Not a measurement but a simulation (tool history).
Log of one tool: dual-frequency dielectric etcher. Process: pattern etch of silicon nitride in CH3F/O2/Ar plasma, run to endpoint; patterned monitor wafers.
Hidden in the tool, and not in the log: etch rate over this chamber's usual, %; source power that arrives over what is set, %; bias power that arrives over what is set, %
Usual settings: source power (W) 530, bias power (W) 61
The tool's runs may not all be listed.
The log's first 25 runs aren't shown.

run	day	source power (W)	bias power (W)	wafers since the last listed run	hours since the last wet clean	hours since the last source power generator calibration	hours since the last bias power generator calibration	hours since the last upper electrode change	incoming incoming film thickness, nm	endpoint time (s)
26	50.017	480	68	564	158.8	266.7	347.4	84.6	25.95	35.9
27	52.888	640	52	689	227.7	335.6	416.3	153.5	25.80	36.0
28	54.717	530	61	439	271.6	379.5	460.2	197.4	25.72	35.2
29	56.800	460	61	500	321.6	429.5	510.2	247.4	26.05	37.7
30	58.517	600	48	412	362.8	470.7	551.4	288.6	25.90	37.2
31	60.483	450	65	472	410.0	517.9	598.6	335.8	25.78	35.9
# day 62.300: wet clean of the chamber
32	64.404	530	61	701	50.5	612.0	692.7	429.9	25.89	36.6
33	65.742	530	61	321	82.6	644.1	724.8	462.0	26.01	36.7
34	67.979	440	61	537	136.3	697.8	778.5	515.7	26.01	39.3

Forecast each of these 4 alternatives for the next run:
A	67.996	530	61	4	136.7	698.2	778.9	516.1	25.90	?
B	67.996	530	76	4	136.7	698.2	778.9	516.1	25.90	?
C	67.996	470	72	4	136.7	698.2	778.9	516.1	25.90	?
D	67.996	480	55	4	136.7	698.2	778.9	516.1	25.90	?

run	endpoint time (s)
A	36.1
B	32.8
C	35.3
D	39.4
Without the tool's hidden state the same runs would have given:
run	endpoint time (s)
A	36.6
B	33.3
C	35.8
D	40.0

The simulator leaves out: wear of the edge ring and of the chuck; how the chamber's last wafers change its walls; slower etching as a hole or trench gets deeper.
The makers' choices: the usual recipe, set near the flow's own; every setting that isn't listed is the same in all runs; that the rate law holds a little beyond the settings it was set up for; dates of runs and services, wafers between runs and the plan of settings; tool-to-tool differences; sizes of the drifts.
